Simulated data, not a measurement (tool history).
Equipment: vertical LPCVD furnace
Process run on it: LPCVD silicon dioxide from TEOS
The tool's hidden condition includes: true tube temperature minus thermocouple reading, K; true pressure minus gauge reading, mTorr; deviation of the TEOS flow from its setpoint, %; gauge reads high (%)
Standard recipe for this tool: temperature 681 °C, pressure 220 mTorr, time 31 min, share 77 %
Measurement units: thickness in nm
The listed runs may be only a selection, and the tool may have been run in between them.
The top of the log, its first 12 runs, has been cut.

run    hour  temperature  pressure  time  share  wafers since the last listed run  hours since the last temperature calibration  hours since the pressure gauge was zeroed  hours since the TEOS flow controller was replaced  hours since the gauge calibration  read-back reference wafer on the same gauge, thickness  thickness
 13   723.9          681       220    31     77                               529                                          87.4                                     3892.1                                             3481.6                             1185.6                                                  148.13     129.22
      750.5  -- pressure gauge zeroed
 14   761.5          681       220    35     91                               139                                           125                                         11                                             3519.2                             1223.2                                                  147.98     158.82
      802.1  -- gauge calibrated
 15   824.4          688       220    31     83                               643                                         187.9                                       73.9                                             3582.1                               22.3                                                  148.04     159.51
      853.9  -- TEOS flow controller replaced
 16   865.1          688       195    31     77                               170                                         228.6                                      114.6                                               11.2                                 63                                                  147.98     143.82
 17     919          675       220    31     71                               551                                         282.5                                      168.5                                               65.1                              116.9                                                  147.99     107.56
 18   950.4          681       200    31     77                               321                                         313.9                                      199.9                                               96.5                              148.3                                                   147.9     123.32
 19   980.6          686       250  39.5     81                               308                                         344.1                                      230.1                                              126.7                              178.5                                                  148.06     204.06
 20  1037.2          681       220  34.5     77                               578                                         400.7                                      286.7                                              183.3                              235.1                                                  147.93     144.35
 21  1068.6          681       200    31     82                               321                                         432.1                                      318.1                                              214.7                              266.5                                                  147.92     127.72
 22  1115.4          685       195    41     69                               478                                         478.9                                      364.9                                              261.5                              313.3                                                  148.03      167.8
 23  1165.7          681       170  20.5     77                               514                                         529.2                                      415.2                                              311.8                              363.6                                                  147.96      75.45
 24  1208.7          672       220    31     77                               439                                         572.2                                      458.2                                              354.8                              406.6                                                  148.13     103.96
 25  1266.6          681       235  37.5     77                               592                                         630.1                                      516.1                                              412.7                              464.5                                                  148.11     162.31
 26  1303.4          691       180    22     69                               376                                         666.9                                      552.9                                              449.5                              501.3                                                  148.13     100.02
 27  1374.6          681       220    31     84                               728                                         738.1                                      624.1                                              520.7                              572.5                                                  147.91     135.92
 28  1415.1          689       195    31     71                               414                                         778.6                                      664.6                                              561.2                                613                                                  148.02     141.81
 29  1465.7          687       240    22     91                               517                                         829.2                                      715.2                                              611.8                              663.6                                                  147.89     120.85
 30  1529.4          681       220    31     77                               651                                         892.9                                      778.9                                              675.5                              727.3                                                  148.02     130.32
 31    1554          681       205  27.5     77                               251                                         917.5                                      803.5                                              700.1                              751.9                                                  148.02     111.51
 32  1588.2          681       220    31     77                               349                                         951.7                                      837.7                                              734.3                              786.1                                                  148.17     130.15

3 ways to go on from here, each from the tool as it stands after run 32. What would each give?
  A  1593.1          681       220    31     77                                50                                         956.6                                      842.6                                              739.2                                791                                                       ?          ?
  B  1593.1          670       220  35.5     91                                50                                         956.6                                      842.6                                              739.2                                791                                                       ?          ?
  C  1593.1          671       250    31     77                                50                                         956.6                                      842.6                                              739.2                                791                                                       ?          ?

run  read-back reference wafer on the same gauge, thickness  thickness
  A                                                  148.07     130.33
  B                                                  148.07     123.95
  C                                                  148.07      108.8
Take away the tool's hidden state, keep each run's random variation, and the runs would have read:
run  thickness
  A     129.64
  B     123.28
  C     108.21

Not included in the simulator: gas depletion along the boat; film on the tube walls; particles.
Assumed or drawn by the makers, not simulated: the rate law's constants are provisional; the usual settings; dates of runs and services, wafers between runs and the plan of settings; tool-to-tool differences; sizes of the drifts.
